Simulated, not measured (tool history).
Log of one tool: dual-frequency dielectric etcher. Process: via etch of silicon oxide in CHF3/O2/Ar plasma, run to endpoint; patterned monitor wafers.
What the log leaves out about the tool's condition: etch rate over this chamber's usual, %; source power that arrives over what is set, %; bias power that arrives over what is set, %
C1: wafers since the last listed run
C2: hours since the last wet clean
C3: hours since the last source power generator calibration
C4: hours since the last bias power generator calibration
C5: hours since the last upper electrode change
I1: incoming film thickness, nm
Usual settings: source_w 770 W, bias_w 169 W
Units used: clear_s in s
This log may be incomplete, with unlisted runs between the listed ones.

Run 1, day 0.000: usual settings but source_w 890 W; C1 0; C2 91.7; C3 2726.4; C4 4858.3; C5 4717.8; I1 796.9. Result: clear_s 365.2 s.
Run 2, day 1.575: usual settings but source_w 890 W; C1 116; C2 129.5; C3 2764.2; C4 4896.1; C5 4755.6; I1 786.4. Result: clear_s 361.3 s.
Run 3, day 2.850: usual settings but source_w 890 W; C1 94; C2 160.1; C3 2794.8; C4 4926.7; C5 4786.2; I1 786.1. Result: clear_s 357.6 s.
Run 4, day 3.433: usual settings; C1 43; C2 174.1; C3 2808.8; C4 4940.7; C5 4800.2; I1 793.6. Result: clear_s 378.3 s.
Run 5, day 4.429: usual settings; C1 73; C2 198.0; C3 2832.7; C4 4964.6; C5 4824.1; I1 786.7. Result: clear_s 373.8 s.
Run 6, day 5.704: usual settings; C1 94; C2 228.6; C3 2863.3; C4 4995.2; C5 4854.7; I1 785.9. Result: clear_s 375.3 s.
Run 7, day 7.038: usual settings; C1 98; C2 260.6; C3 2895.3; C4 5027.2; C5 4886.7; I1 793.0. Result: clear_s 379.5 s.
Run 8, day 8.292: usual settings but bias_w 199 W; C1 93; C2 290.7; C3 2925.4; C4 5057.3; C5 4916.8; I1 786.2. Result: clear_s 345.8 s.
Run 9, day 9.183: usual settings but bias_w 199 W; C1 66; C2 312.1; C3 2946.8; C4 5078.7; C5 4938.2; I1 791.6. Result: clear_s 347.7 s.
Run 10, day 10.412: usual settings but source_w 640 W, bias_w 178 W; C1 91; C2 341.6; C3 2976.3; C4 5108.2; C5 4967.7; I1 792.2. Result: clear_s 387.8 s.
Run 11, day 11.904: usual settings; C1 110; C2 377.4; C3 3012.1; C4 5144.0; C5 5003.5; I1 784.6. Result: clear_s 374.3 s.
At day 12.108: source power generator calibrated.
At day 12.375: bias power generator calibrated.
At day 13.296: upper electrode replaced.
Run 12, day 13.317: usual settings but bias_w 199 W; C1 11; C2 411.3; C3 29.0; C4 22.6; C5 0.5; I1 793.8. Result: clear_s 349.7 s.
Run 13, day 14.392: usual settings but bias_w 199 W; C1 79; C2 437.1; C3 54.8; C4 48.4; C5 26.3; I1 790.8. Result: clear_s 345.4 s.
At day 16.658: wet clean of the chamber.
Run 14, day 17.588: usual settings but source_w 870 W, bias_w 145 W; C1 162; C2 22.3; C3 131.5; C4 125.1; C5 103.0; I1 787.3. Result: clear_s 393.7 s.
Run 15, day 18.250: usual settings but source_w 610 W, bias_w 153 W; C1 49; C2 38.2; C3 147.4; C4 141.0; C5 118.9; I1 792.1. Result: clear_s 426.1 s.
Run 16, day 19.475: usual settings but source_w 690 W, bias_w 150 W; C1 90; C2 67.6; C3 176.8; C4 170.4; C5 148.3; I1 793.9. Result: clear_s 417.4 s.
Run 17, day 20.058: usual settings but source_w 650 W, bias_w 129 W; C1 43; C2 81.6; C3 190.8; C4 184.4; C5 162.3; I1 787.2. Result: clear_s 454.0 s.
Run 18, day 20.625: usual settings but source_w 930 W, bias_w 209 W; C1 42; C2 95.2; C3 204.4; C4 198.0; C5 175.9; I1 796.4. Result: clear_s 326.2 s.
Run 19, day 22.008: usual settings but source_w 590 W; C1 102; C2 128.4; C3 237.6; C4 231.2; C5 209.1; I1 785.5. Result: clear_s 406.6 s.
Run 20, day 22.538: usual settings but source_w 860 W, bias_w 129 W; C1 39; C2 141.1; C3 250.3; C4 243.9; C5 221.8; I1 787.2. Result: clear_s 414.0 s.
Run 21, day 23.062: usual settings; C1 38; C2 153.7; C3 262.9; C4 256.5; C5 234.4; I1 787.2. Result: clear_s 376.2 s.

Alternative continuations, all from the tool just after run 21; predict every row:
Run A, day 23.083: usual settings but bias_w 183 W; C1 1; C2 154.2; C3 263.4; C4 257.0; C5 234.9; I1 787.1. Result: clear_s ?.
Run B, day 23.083: usual settings but source_w 830 W, bias_w 137 W; C1 1; C2 154.2; C3 263.4; C4 257.0; C5 234.9; I1 787.1. Result: clear_s ?.
Run C, day 23.083: usual settings but source_w 880 W, bias_w 188 W; C1 1; C2 154.2; C3 263.4; C4 257.0; C5 234.9; I1 787.1. Result: clear_s ?.
Run D, day 23.083: usual settings but source_w 680 W, bias_w 135 W; C1 1; C2 154.2; C3 263.4; C4 257.0; C5 234.9; I1 787.1. Result: clear_s ?.

run  clear_s
  A    362.1
  B    408.0
  C    343.6
  D    436.2
Had the tool no hidden state, the same runs would have come out as:
run  clear_s
  A    364.0
  B    410.1
  C    345.4
  D    438.5
